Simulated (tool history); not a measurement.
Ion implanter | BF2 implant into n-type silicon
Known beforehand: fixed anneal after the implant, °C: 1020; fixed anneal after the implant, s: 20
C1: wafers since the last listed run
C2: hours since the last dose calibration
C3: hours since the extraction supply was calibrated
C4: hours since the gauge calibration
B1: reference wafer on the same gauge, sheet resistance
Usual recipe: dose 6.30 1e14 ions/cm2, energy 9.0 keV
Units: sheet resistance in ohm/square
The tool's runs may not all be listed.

{"run": 1, "hour": 0.0, "dose": 6.3, "energy": 9.0, "C1": 0, "C2": 708.6, "C3": 3168.6, "C4": 85.9, "B1": 283.0, "sheet resistance": 252.19}
{"run": 2, "hour": 51.8, "dose": 6.3, "energy": 9.0, "C1": 806, "C2": 760.4, "C3": 3220.4, "C4": 137.7, "B1": 283.0, "sheet resistance": 252.77}
{"run": 3, "hour": 85.2, "dose": 6.3, "energy": 9.0, "C1": 519, "C2": 793.8, "C3": 3253.8, "C4": 171.1, "B1": 282.84, "sheet resistance": 252.04}
{"run": 4, "hour": 116.4, "dose": 6.3, "energy": 9.0, "C1": 485, "C2": 825.0, "C3": 3285.0, "C4": 202.3, "B1": 282.82, "sheet resistance": 252.44}
{"run": 5, "hour": 144.3, "dose": 6.3, "energy": 9.0, "C1": 434, "C2": 852.9, "C3": 3312.9, "C4": 230.2, "B1": 283.06, "sheet resistance": 251.85}
{"run": 6, "hour": 178.1, "dose": 6.3, "energy": 9.0, "C1": 526, "C2": 886.7, "C3": 3346.7, "C4": 264.0, "B1": 282.79, "sheet resistance": 252.38}
{"run": 7, "hour": 226.4, "dose": 5.36, "energy": 9.0, "C1": 751, "C2": 935.0, "C3": 3395.0, "C4": 312.3, "B1": 282.81, "sheet resistance": 277.23}
{"run": 8, "hour": 265.4, "dose": 5.36, "energy": 9.0, "C1": 607, "C2": 974.0, "C3": 3434.0, "C4": 351.3, "B1": 283.05, "sheet resistance": 277.46}
{"run": 9, "hour": 317.7, "dose": 6.9, "energy": 9.0, "C1": 814, "C2": 1026.3, "C3": 3486.3, "C4": 403.6, "B1": 283.15, "sheet resistance": 238.7}
{"run": 10, "hour": 376.5, "dose": 6.9, "energy": 9.0, "C1": 915, "C2": 1085.1, "C3": 3545.1, "C4": 462.4, "B1": 283.01, "sheet resistance": 239.69}
{"run": 11, "hour": 432.4, "dose": 6.3, "energy": 9.0, "C1": 870, "C2": 1141.0, "C3": 3601.0, "C4": 518.3, "B1": 282.92, "sheet resistance": 251.2}
{"run": 12, "hour": 468.9, "dose": 6.3, "energy": 9.0, "C1": 568, "C2": 1177.5, "C3": 3637.5, "C4": 554.8, "B1": 283.14, "sheet resistance": 251.47}
{"run": 13, "hour": 517.9, "dose": 6.3, "energy": 9.0, "C1": 762, "C2": 1226.5, "C3": 3686.5, "C4": 603.8, "B1": 282.98, "sheet resistance": 251.47}
{"run": 14, "hour": 574.4, "dose": 6.3, "energy": 9.0, "C1": 879, "C2": 1283.0, "C3": 3743.0, "C4": 660.3, "B1": 282.84, "sheet resistance": 251.66}
{"run": 15, "hour": 636.5, "dose": 6.3, "energy": 9.0, "C1": 966, "C2": 1345.1, "C3": 3805.1, "C4": 722.4, "B1": 283.24, "sheet resistance": 250.84}
{"run": 16, "hour": 687.2, "dose": 6.3, "energy": 9.0, "C1": 789, "C2": 1395.8, "C3": 3855.8, "C4": 773.1, "B1": 282.82, "sheet resistance": 251.02}
{"hour": 732.8, "done": "extraction supply calibrated"}
{"run": 17, "hour": 733.3, "dose": 6.3, "energy": 9.0, "C1": 593, "C2": 1441.9, "C3": 0.5, "C4": 819.2, "B1": 283.0, "sheet resistance": 254.56}
{"run": 18, "hour": 774.4, "dose": 6.3, "energy": 9.0, "C1": 639, "C2": 1483.0, "C3": 41.6, "C4": 860.3, "B1": 283.18, "sheet resistance": 253.92}
{"run": 19, "hour": 814.6, "dose": 6.3, "energy": 9.0, "C1": 625, "C2": 1523.2, "C3": 81.8, "C4": 900.5, "B1": 282.91, "sheet resistance": 254.13}
{"run": 20, "hour": 873.9, "dose": 6.78, "energy": 9.0, "C1": 923, "C2": 1582.5, "C3": 141.1, "C4": 959.8, "B1": 282.77, "sheet resistance": 243.15}
{"hour": 1047.2, "done": "Faraday cup replaced and dose calibrated"}
{"run": 21, "hour": 1065.7, "dose": 6.3, "energy": 9.0, "C1": 2861, "C2": 18.5, "C3": 332.9, "C4": 1151.6, "B1": 283.11, "sheet resistance": 254.33}
{"run": 22, "hour": 1106.1, "dose": 6.3, "energy": 9.0, "C1": 628, "C2": 58.9, "C3": 373.3, "C4": 1192.0, "B1": 283.04, "sheet resistance": 254.42}
{"run": 23, "hour": 1154.0, "dose": 5.57, "energy": 10.5, "C1": 745, "C2": 106.8, "C3": 421.2, "C4": 1239.9, "B1": 283.03, "sheet resistance": 260.37}
{"hour": 1158.7, "done": "gauge calibrated"}
{"run": 24, "hour": 1193.2, "dose": 6.3, "energy": 9.0, "C1": 610, "C2": 146.0, "C3": 460.4, "C4": 34.5, "B1": 283.02, "sheet resistance": 254.65}
{"run": 25, "hour": 1218.1, "dose": 6.3, "energy": 9.0, "C1": 387, "C2": 170.9, "C3": 485.3, "C4": 59.4, "B1": 283.16, "sheet resistance": 254.26}
{"run": 26, "hour": 1268.0, "dose": 7.82, "energy": 9.0, "C1": 776, "C2": 220.8, "C3": 535.2, "C4": 109.3, "B1": 283.02, "sheet resistance": 224.9}
{"run": 27, "hour": 1328.1, "dose": 7.6, "energy": 12.0, "C1": 935, "C2": 280.9, "C3": 595.3, "C4": 169.4, "B1": 283.05, "sheet resistance": 209.98}
{"run": 28, "hour": 1361.4, "dose": 7.33, "energy": 12.0, "C1": 518, "C2": 314.2, "C3": 628.6, "C4": 202.7, "B1": 282.89, "sheet resistance": 214.41}
{"run": 29, "hour": 1429.5, "dose": 6.3, "energy": 10.0, "C1": 1060, "C2": 382.3, "C3": 696.7, "C4": 270.8, "B1": 283.14, "sheet resistance": 246.3}
{"run": 30, "hour": 1484.0, "dose": 6.3, "energy": 9.0, "C1": 848, "C2": 436.8, "C3": 751.2, "C4": 325.3, "B1": 283.08, "sheet resistance": 254.64}
{"run": 31, "hour": 1509.0, "dose": 6.3, "energy": 9.0, "C1": 389, "C2": 461.8, "C3": 776.2, "C4": 350.3, "B1": 283.0, "sheet resistance": 253.66}
{"run": 32, "hour": 1553.2, "dose": 6.3, "energy": 9.0, "C1": 688, "C2": 506.0, "C3": 820.4, "C4": 394.5, "B1": 282.83, "sheet resistance": 254.26}
{"run": 33, "hour": 1604.8, "dose": 6.3, "energy": 7.0, "C1": 803, "C2": 557.6, "C3": 872.0, "C4": 446.1, "B1": 282.96, "sheet resistance": 274.35}
{"run": 34, "hour": 1657.3, "dose": 4.73, "energy": 9.0, "C1": 817, "C2": 610.1, "C3": 924.5, "C4": 498.6, "B1": 283.07, "sheet resistance": 299.52}
{"run": 35, "hour": 1693.1, "dose": 6.3, "energy": 9.0, "C1": 557, "C2": 645.9, "C3": 960.3, "C4": 534.4, "B1": 282.83, "sheet resistance": 254.03}
{"run": 36, "hour": 1754.1, "dose": 6.3, "energy": 8.0, "C1": 949, "C2": 706.9, "C3": 1021.3, "C4": 595.4, "B1": 282.96, "sheet resistance": 263.29}
{"run": 37, "hour": 1790.6, "dose": 4.49, "energy": 9.0, "C1": 568, "C2": 743.4, "C3": 1057.8, "C4": 631.9, "B1": 283.28, "sheet resistance": 309.48}
{"run": 38, "hour": 1937.3, "dose": 6.3, "energy": 6.5, "C1": 2283, "C2": 890.1, "C3": 1204.5, "C4": 778.6, "B1": 283.0, "sheet resistance": 279.17}

Table of differences, measured result less the result of that run with no hidden state. Run-to-run variation is the same in both. Gauge scatter possibly is not:
Hidden state at play: deviation of the true dose from the Faraday cup's reading, %; deviation of the true energy from its setpoint, %; gauge reads high (%).
run=1 sheet_resistance=-3.03
run=2 sheet_resistance=-3.09
run=3 sheet_resistance=-3.12
run=4 sheet_resistance=-3.16
run=5 sheet_resistance=-3.19
run=6 sheet_resistance=-3.24
run=7 sheet_resistance=-3.58
run=8 sheet_resistance=-3.63
run=9 sheet_resistance=-3.20
run=10 sheet_resistance=-3.29
run=11 sheet_resistance=-3.58
run=12 sheet_resistance=-3.64
run=13 sheet_resistance=-3.72
run=14 sheet_resistance=-3.82
run=15 sheet_resistance=-3.92
run=16 sheet_resistance=-4.00
run=17 sheet_resistance=-1.14
run=18 sheet_resistance=-1.32
run=19 sheet_resistance=-1.48
run=20 sheet_resistance=-1.62
run=21 sheet_resistance=-0.60
run=22 sheet_resistance=-0.68
run=23 sheet_resistance=-0.74
run=24 sheet_resistance=-0.83
run=25 sheet_resistance=-0.88
run=26 sheet_resistance=-0.82
run=27 sheet_resistance=-0.86
run=28 sheet_resistance=-0.93
run=29 sheet_resistance=-1.22
run=30 sheet_resistance=-1.38
run=31 sheet_resistance=-1.42
run=32 sheet_resistance=-1.50
run=33 sheet_resistance=-1.78
run=34 sheet_resistance=-1.91
run=35 sheet_resistance=-1.78
run=36 sheet_resistance=-1.99
run=37 sheet_resistance=-2.23
run=38 sheet_resistance=-2.55
